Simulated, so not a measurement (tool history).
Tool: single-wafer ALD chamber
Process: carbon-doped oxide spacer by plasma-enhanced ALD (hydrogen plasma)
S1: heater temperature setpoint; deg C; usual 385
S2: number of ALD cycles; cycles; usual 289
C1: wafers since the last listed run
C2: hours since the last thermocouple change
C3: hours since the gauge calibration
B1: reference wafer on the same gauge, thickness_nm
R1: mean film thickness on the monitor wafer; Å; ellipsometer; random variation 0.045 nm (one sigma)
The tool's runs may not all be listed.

| run | hour | S1 | S2 | C1 | C2 | C3 | B1 | R1 |
|---|---|---|---|---|---|---|---|---|
| 1 | 0.0 | 385 | 289 | 0 | 1628.8 | 301.3 | 12.032 | 134.42 |
| 2 | 68.4 | 385 | 245 | 107 | 1697.2 | 369.7 | 12.079 | 113.99 |
| 3 | 127.6 | 385 | 289 | 93 | 1756.4 | 428.9 | 12.110 | 134.74 |
| 4 | 161.3 | 385 | 264 | 53 | 1790.1 | 462.6 | 12.116 | 123.28 |
| 5 | 205.8 | 385 | 289 | 70 | 1834.6 | 507.1 | 12.147 | 134.47 |
|  | 258.3 | gauge calibrated |
|  | 270.2 | thermocouple changed; heater temperature recalibrated |
| 6 | 270.7 | 385 | 289 | 89 | 0.5 | 12.4 | 11.902 | 132.75 |
| 7 | 336.1 | 385 | 289 | 103 | 65.9 | 77.8 | 11.958 | 133.29 |
| 8 | 369.9 | 398 | 240 | 53 | 99.7 | 111.6 | 11.965 | 110.37 |
| 9 | 410.2 | 385 | 289 | 63 | 140.0 | 151.9 | 11.980 | 133.44 |
| 10 | 469.7 | 385 | 318 | 93 | 199.5 | 211.4 | 12.006 | 147.01 |
| 11 | 512.7 | 385 | 239 | 67 | 242.5 | 254.4 | 12.038 | 110.59 |
| 12 | 571.8 | 371 | 289 | 93 | 301.6 | 313.5 | 12.050 | 135.43 |
| 13 | 643.3 | 385 | 289 | 112 | 373.1 | 385.0 | 12.093 | 134.92 |

The next listed run, before its measurement:
| 14 | 706.5 | 385 | 289 | 99 | 436.3 | 448.2 | ? | ? |

Run 14 gave B1 12.133, R1 135.06 Å.
Without the tool's hidden state the same run would have given R1 132.54 Å.
